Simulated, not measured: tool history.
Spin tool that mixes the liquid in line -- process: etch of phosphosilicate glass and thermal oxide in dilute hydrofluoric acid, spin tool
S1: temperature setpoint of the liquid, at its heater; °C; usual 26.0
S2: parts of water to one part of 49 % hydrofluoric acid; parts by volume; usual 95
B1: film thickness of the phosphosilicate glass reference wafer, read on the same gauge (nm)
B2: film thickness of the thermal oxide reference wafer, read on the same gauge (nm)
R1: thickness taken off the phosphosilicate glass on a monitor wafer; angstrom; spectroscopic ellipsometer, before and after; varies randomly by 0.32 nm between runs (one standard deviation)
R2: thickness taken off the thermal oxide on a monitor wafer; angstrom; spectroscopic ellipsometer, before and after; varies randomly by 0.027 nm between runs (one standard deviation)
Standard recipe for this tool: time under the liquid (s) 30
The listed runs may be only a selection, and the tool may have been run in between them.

run 1 hour=0.0 | S1=26.0 S2=95 time_under_the_liquid_(s)=30 | B1=153.81 B2=51.287 | R1=641.5 R2=19.46
run 2 hour=100.7 | S1=26.0 S2=95 time_under_the_liquid_(s)=30 | B1=154.14 B2=51.355 | R1=635.0 R2=19.20
run 3 hour=195.6 | S1=22.0 S2=95 time_under_the_liquid_(s)=30 | B1=154.35 B2=51.530 | R1=547.2 R2=16.80
run 4 hour=293.6 | S1=22.0 S2=95 time_under_the_liquid_(s)=30 | B1=154.59 B2=51.541 | R1=548.4 R2=16.82
run 5 hour=338.7 | S1=26.0 S2=95 time_under_the_liquid_(s)=40 | B1=154.70 B2=51.559 | R1=861.1 R2=26.21
-- hour=371.9 hydrofluoric acid flow meter replaced
run 6 hour=419.7 | S1=27.5 S2=95 time_under_the_liquid_(s)=30 | B1=154.81 B2=51.616 | R1=678.7 R2=20.65
-- hour=492.7 thermometer replaced
run 7 hour=524.7 | S1=27.5 S2=95 time_under_the_liquid_(s)=30 | B1=154.93 B2=51.669 | R1=687.2 R2=21.36
-- hour=594.3 gauge calibrated
run 8 hour=614.7 | S1=26.0 S2=95 time_under_the_liquid_(s)=30 | B1=150.79 B2=50.285 | R1=630.8 R2=19.47
run 9 hour=898.2 | S1=26.0 S2=95 time_under_the_liquid_(s)=30 | B1=153.53 B2=51.171 | R1=639.3 R2=19.64
run 10 hour=980.2 | S1=22.0 S2=65 time_under_the_liquid_(s)=30 | B1=154.10 B2=51.353 | R1=827.4 R2=25.61
-- hour=1017.6 hydrofluoric acid flow meter replaced
run 11 hour=1038.6 | S1=21.0 S2=110 time_under_the_liquid_(s)=45 | B1=154.37 B2=51.466 | R1=668.5 R2=20.28
run 12 hour=1091.1 | S1=29.0 S2=115 time_under_the_liquid_(s)=40 | B1=154.65 B2=51.536 | R1=768.9 R2=23.53
run 13 hour=1145.9 | S1=27.5 S2=95 time_under_the_liquid_(s)=30 | B1=154.87 B2=51.621 | R1=685.7 R2=21.07
run 14 hour=1210.2 | S1=26.0 S2=95 time_under_the_liquid_(s)=30 | B1=155.10 B2=51.708 | R1=645.9 R2=20.12
run 15 hour=1263.2 | S1=26.0 S2=75 time_under_the_liquid_(s)=45 | B1=155.27 B2=51.742 | R1=1255.8 R2=38.43
run 16 hour=1311.9 | S1=26.0 S2=95 time_under_the_liquid_(s)=20 | B1=155.41 B2=51.812 | R1=429.2 R2=13.52
run 17 hour=1408.9 | S1=21.0 S2=95 time_under_the_liquid_(s)=30 | B1=155.67 B2=51.900 | R1=529.2 R2=16.42
run 18 hour=1451.3 | S1=26.0 S2=130 time_under_the_liquid_(s)=35 | B1=155.72 B2=51.904 | R1=520.1 R2=15.93

Below, some changes in R1 between adjacent runs. For each, the amount present without the hidden state too (settings, incoming material, random variation) and the amount remaining for the hidden state with gauge scatter not shared by both compared results:
Hidden state present: liquid hotter than its thermometer reads (K); hydrofluoric acid flow above the setpoint (%); gauge reads high (%).
Run 15 -> 16: S2 75 -> 95, time under the liquid (s) 45 -> 20. R1 -826.6 angstrom: hidden state -27.7, all else -798.9.

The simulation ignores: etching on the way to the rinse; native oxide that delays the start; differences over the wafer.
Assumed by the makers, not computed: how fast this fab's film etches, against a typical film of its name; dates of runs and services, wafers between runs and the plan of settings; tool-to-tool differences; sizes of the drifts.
